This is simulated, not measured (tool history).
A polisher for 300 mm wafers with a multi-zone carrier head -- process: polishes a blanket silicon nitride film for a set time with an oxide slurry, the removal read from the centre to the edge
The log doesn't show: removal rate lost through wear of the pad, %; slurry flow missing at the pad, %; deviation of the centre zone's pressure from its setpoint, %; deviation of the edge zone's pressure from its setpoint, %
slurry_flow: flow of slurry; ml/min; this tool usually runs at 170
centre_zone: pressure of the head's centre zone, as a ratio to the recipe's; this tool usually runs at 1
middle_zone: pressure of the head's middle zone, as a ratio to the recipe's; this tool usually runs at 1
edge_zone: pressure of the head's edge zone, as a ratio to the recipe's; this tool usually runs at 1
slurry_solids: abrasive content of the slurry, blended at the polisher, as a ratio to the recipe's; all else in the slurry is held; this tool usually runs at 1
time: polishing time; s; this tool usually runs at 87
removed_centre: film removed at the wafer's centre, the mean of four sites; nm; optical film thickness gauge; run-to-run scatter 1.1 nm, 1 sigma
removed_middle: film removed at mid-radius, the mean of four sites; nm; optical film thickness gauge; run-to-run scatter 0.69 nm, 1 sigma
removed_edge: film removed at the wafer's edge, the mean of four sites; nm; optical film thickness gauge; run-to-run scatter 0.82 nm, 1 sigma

run,hour,slurry_flow,centre_zone,middle_zone,edge_zone,slurry_solids,time,wafers since the last listed run,wafers polished on this pad,hours since the slurry nozzle was cleaned,hours since the centre zone pressure was calibrated,hours since the edge zone pressure was calibrated,hours since the carrier head's membrane was replaced,"incoming thickness of the incoming film, nm",removed_centre,removed_middle,removed_edge
1,0,170,1,1,1.05,1,87,0,4906,143.8,355.1,482.7,335.7,259,71.7,74.2,75.7
2,43.2,170,1,0.95,1,1,87,332,5238,187,398.3,525.9,378.9,263.3,72.2,71.4,74.5
3,133.3,170,1,1,1.07,1,87,692,5930,277.1,488.4,616,469,261.4,69.5,74.4,76.2
# hour 163: worn pad replaced by a new one
4,205.3,170,1,1,1,0.9,87,522,325,349.1,560.4,688,541,257.3,64.4,70.2,68
5,319.1,120,0.92,1.07,1.09,1,87,874,1199,462.9,674.2,801.8,654.8,259.4,63,76.5,74.1
# hour 373: edge zone pressure recalibrated
6,411.6,170,1,1,1,1,87,695,1895,555.4,766.7,38.6,747.3,257.8,71,73.9,75.3
7,512.3,170,1,1,1,1,87,773,2669,656.1,867.4,139.3,848,263.2,69.9,74.7,73.2
8,553,170,1,1.07,1,1,87,312,2982,696.8,908.1,180,888.7,263.9,69.7,80,72.9
# hour 604.3: centre zone pressure recalibrated
# hour 701: slurry nozzle cleaned
9,719.1,145,0.9,1,0.94,1.3,87,1253,4235,18.1,114.8,346.1,1054.8,258.6,76.5,86.8,84.1
10,820.2,170,1,1.11,0.89,1,87,776,5012,119.2,215.9,447.2,1155.9,262.4,72.9,80.4,69.8
11,875.6,170,1.06,1,1,1,87,425,5438,174.6,271.3,502.6,1211.3,254.2,75.9,73.8,75.5
12,956.3,170,1,1,1,1,87,620,6058,255.3,352,583.3,1292,256.6,71.9,74.2,74.8
# hour 975.1: carrier head's membrane replaced by a new one
# hour 1033.7: worn pad replaced by a new one
# hour 1120.6: edge zone pressure recalibrated
13,1178.6,225,0.9,1,1.08,1,87,1623,1097,477.6,574.3,58,203.5,259.1,66.4,77.1,78.8
14,1244.7,185,1,1,1,1,87,507,1605,543.7,640.4,124.1,269.6,265.2,70.5,74.2,74.1
15,1286.2,145,1,0.93,1,1,87,318,1924,585.2,681.9,165.6,311.1,259.9,69.4,68.8,73.5
16,1341.6,170,1,1.12,1.11,1.25,87,425,2350,640.6,737.3,221,366.5,259.7,83.6,93.3,87.9
17,1423.6,170,1.04,1,1.09,1,115,630,2980,722.6,819.3,303,448.5,264,96.5,98,103.2
18,1465.2,215,0.93,1,1,0.7,87,319,3300,764.2,860.9,344.6,490.1,259.6,48,54.3,54.3
# hour 1526.7: slurry nozzle cleaned
# hour 1535.9: centre zone pressure recalibrated
19,1729.3,185,0.89,1.11,1,1,87,2006,5307,202.6,193.4,608.7,754.2,261.4,64.9,81.7,74.2
20,1795.7,195,1.08,1,0.94,1,109,510,5817,269,259.8,675.1,820.6,257.9,101,95,91.1
21,1835.3,120,1,0.95,1.09,1,87,304,6121,308.6,299.4,714.7,860.2,264.3,70.3,69,75.2

Each row is a separate what-if for the run after 21, all from the same tool condition, not one after another. Results?
A,1835.7,170,1,1,1,1,87,3,6124,309,299.8,715.1,860.6,260.3,?,?,?
B,1835.7,195,1,1,1.04,1.1,67,3,6124,309,299.8,715.1,860.6,260.3,?,?,?
C,1835.7,200,1,1,1,1.25,87,3,6124,309,299.8,715.1,860.6,260.3,?,?,?
D,1835.7,170,1,1,0.9,1,79,3,6124,309,299.8,715.1,860.6,260.3,?,?,?

run,removed_centre,removed_middle,removed_edge
A,70.8,74.3,73.6
B,58.8,61.6,62
C,82.4,86.3,85.1
D,64.3,67.5,63.6
What these runs would have given with no unlogged condition in the tool:
run,removed_centre,removed_middle,removed_edge
A,73.4,74.3,73.6
B,60.9,61.6,62
C,85.3,86.3,85.1
D,66.6,67.5,63.6
